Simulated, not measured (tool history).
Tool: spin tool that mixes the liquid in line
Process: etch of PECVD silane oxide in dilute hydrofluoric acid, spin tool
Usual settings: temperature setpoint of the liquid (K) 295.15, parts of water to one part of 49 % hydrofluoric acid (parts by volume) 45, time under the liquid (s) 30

run,day,temperature setpoint of the liquid (K),parts of water to one part of 49 % hydrofluoric acid (parts by volume),time under the liquid (s),"read-back film thickness of the PECVD silane oxide reference wafer, read on the same gauge (nm)",thickness taken off the PECVD silane oxide on a monitor wafer (nm)
1,0,293.65,45,25,150,24.41
2,1.471,293.65,45,25,149.99,24.28
3,2.55,293.65,45,25,150.01,24.47
4,3.079,295.15,45,15,149.99,15.62
5,4.933,295.15,45,15,150.01,15.74
6,6.9,295.15,45,15,150,15.77
7,7.688,295.15,45,30,150.01,31.49
8,8.9,295.15,45,30,149.98,31.79
9,10.383,293.15,45,30,149.99,28.83
# day 10.946: hydrofluoric acid flow meter replaced
10,11.467,293.15,45,30,149.99,25.58
11,12.704,295.15,30,30,150,42.62
12,14.138,295.15,45,30,150.01,27.99
13,15.342,295.15,45,30,150,27.99
# day 15.821: thermometer replaced
14,16.371,296.65,25,30,150.01,61.19
15,17.075,292.15,50,20,150.01,16.37
16,18.012,291.15,45,30,149.99,26.28
17,19.083,293.65,45,30,149.98,29.33
18,20.558,297.15,45,30,149.99,34.2
# day 20.796: gauge calibrated
19,21.942,300.15,45,35,150.01,45.14
20,22.917,295.15,45,30,150.01,31.47
21,24.158,295.15,45,30,150.01,31.56
22,25.229,295.15,55,15,149.99,12.7
23,25.904,295.15,30,15,150.01,24.01
24,26.971,290.15,45,30,149.99,25.55
25,27.479,295.15,45,30,150.01,31.22
26,28.892,295.15,35,30,150.01,40.91

4 ways to go on from here, each from the tool as it stands after run 26. What would each give?
A,28.908,295.15,45,30,?,?
B,28.908,296.65,40,15,?,?
C,28.908,292.65,60,45,?,?
D,28.908,293.15,40,15,?,?

run,"read-back film thickness of the PECVD silane oxide reference wafer, read on the same gauge (nm)",thickness taken off the PECVD silane oxide on a monitor wafer (nm)
A,150.01,31.63
B,150.01,19.06
C,150.01,31.46
D,150.01,16.44
Without the tool's hidden state the same runs would have given:
run,thickness taken off the PECVD silane oxide on a monitor wafer (nm)
A,31
B,18.69
C,30.82
D,16.12

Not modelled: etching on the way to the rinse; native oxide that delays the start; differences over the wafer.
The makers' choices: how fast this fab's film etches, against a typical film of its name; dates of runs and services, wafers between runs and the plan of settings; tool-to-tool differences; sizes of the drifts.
